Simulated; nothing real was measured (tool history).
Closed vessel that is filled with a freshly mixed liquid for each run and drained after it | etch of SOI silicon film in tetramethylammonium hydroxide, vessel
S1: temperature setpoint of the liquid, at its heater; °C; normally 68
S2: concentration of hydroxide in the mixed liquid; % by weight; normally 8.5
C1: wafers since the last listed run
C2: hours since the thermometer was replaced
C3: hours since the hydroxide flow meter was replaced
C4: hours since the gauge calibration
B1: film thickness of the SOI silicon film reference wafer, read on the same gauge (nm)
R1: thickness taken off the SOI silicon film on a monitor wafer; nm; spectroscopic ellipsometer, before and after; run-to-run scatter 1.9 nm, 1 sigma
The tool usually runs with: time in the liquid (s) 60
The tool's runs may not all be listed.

Run 1, hour 0: usual settings but S1 63.5 °C; C1 0; C2 1401.4; C3 1511.5; C4 163.5; B1 50. Result: R1 332.54 nm.
Run 2, hour 25.4: usual settings but S1 63.5 °C; C1 2114; C2 1426.8; C3 1536.9; C4 188.9; B1 49.98. Result: R1 334.7 nm.
Run 3, hour 48.2: usual settings but S1 63.5 °C; C1 1898; C2 1449.6; C3 1559.7; C4 211.7; B1 50. Result: R1 337.74 nm.
Run 4, hour 60.9: usual settings but S1 72 °C; C1 1057; C2 1462.3; C3 1572.4; C4 224.4; B1 50.03. Result: R1 557.71 nm.
Run 5, hour 73.6: usual settings but S1 72 °C; C1 1057; C2 1475; C3 1585.1; C4 237.1; B1 50. Result: R1 555.52 nm.
Run 6, hour 99.7: usual settings but S1 72 °C; C1 2173; C2 1501.1; C3 1611.2; C4 263.2; B1 49.99. Result: R1 557.65 nm.
Run 7, hour 126.9: usual settings but S1 62 °C; C1 2264; C2 1528.3; C3 1638.4; C4 290.4; B1 50.02. Result: R1 309.52 nm.
Run 8, hour 157.9: usual settings but S1 62 °C; C1 2581; C2 1559.3; C3 1669.4; C4 321.4; B1 49.99. Result: R1 306.35 nm.
At hour 164.5: gauge calibrated.
Run 9, hour 172.7: usual settings but S1 75 °C; C1 1232; C2 1574.1; C3 1684.2; C4 8.2; B1 49.99. Result: R1 661.43 nm.
Run 10, hour 195: usual settings but S1 75 °C, S2 10 % by weight, time in the liquid (s) 75; C1 1856; C2 1596.4; C3 1706.5; C4 30.5; B1 50. Result: R1 779.45 nm.
Run 11, hour 227.9: usual settings but S1 61.5 °C, time in the liquid (s) 70; C1 2739; C2 1629.3; C3 1739.4; C4 63.4; B1 50.02. Result: R1 351.49 nm.
At hour 272.9: thermometer replaced.
At hour 297.6: hydroxide flow meter replaced.
Run 12, hour 329.7: usual settings but time in the liquid (s) 40; C1 8309; C2 56.8; C3 32.1; C4 165.2; B1 50.02. Result: R1 275.78 nm.
Run 13, hour 353.6: usual settings but time in the liquid (s) 45; C1 1989; C2 80.7; C3 56; C4 189.1; B1 49.98. Result: R1 308.62 nm.
Run 14, hour 384.5: usual settings but time in the liquid (s) 45; C1 2572; C2 111.6; C3 86.9; C4 220; B1 50. Result: R1 307.53 nm.
Run 15, hour 406.5: usual settings; C1 1831; C2 133.6; C3 108.9; C4 242; B1 50. Result: R1 413.51 nm.
At hour 423.8: gauge calibrated.
Run 16, hour 429.8: usual settings but time in the liquid (s) 45; C1 1940; C2 156.9; C3 132.2; C4 6; B1 49.99. Result: R1 310.53 nm.
Run 17, hour 457.1: usual settings; C1 2273; C2 184.2; C3 159.5; C4 33.3; B1 50.02. Result: R1 410.6 nm.

5 options for the next run, each taken on its own from the tool as it stands now. Forecast them:
Run A, hour 457.8: usual settings; C1 58; C2 184.9; C3 160.2; C4 34; B1 ?. Result: R1 ?.
Run B, hour 457.8: usual settings but S1 60.5 °C, S2 11 % by weight, time in the liquid (s) 40; C1 58; C2 184.9; C3 160.2; C4 34; B1 ?. Result: R1 ?.
Run C, hour 457.8: usual settings but time in the liquid (s) 90; C1 58; C2 184.9; C3 160.2; C4 34; B1 ?. Result: R1 ?.
Run D, hour 457.8: usual settings but S2 7 % by weight, time in the liquid (s) 70; C1 58; C2 184.9; C3 160.2; C4 34; B1 ?. Result: R1 ?.
Run E, hour 457.8: usual settings but S1 64.5 °C, time in the liquid (s) 45; C1 58; C2 184.9; C3 160.2; C4 34; B1 ?. Result: R1 ?.

run  B1      R1
  A  50  414.32
  B  50  159.59
  C  50  621.48
  D  50  512.11
  E  50  251.92
Without the tool's unlogged condition, the same runs would have read:
run      R1
  A  410.65
  B  158.11
  C  615.97
  D  507.57
  E  249.64

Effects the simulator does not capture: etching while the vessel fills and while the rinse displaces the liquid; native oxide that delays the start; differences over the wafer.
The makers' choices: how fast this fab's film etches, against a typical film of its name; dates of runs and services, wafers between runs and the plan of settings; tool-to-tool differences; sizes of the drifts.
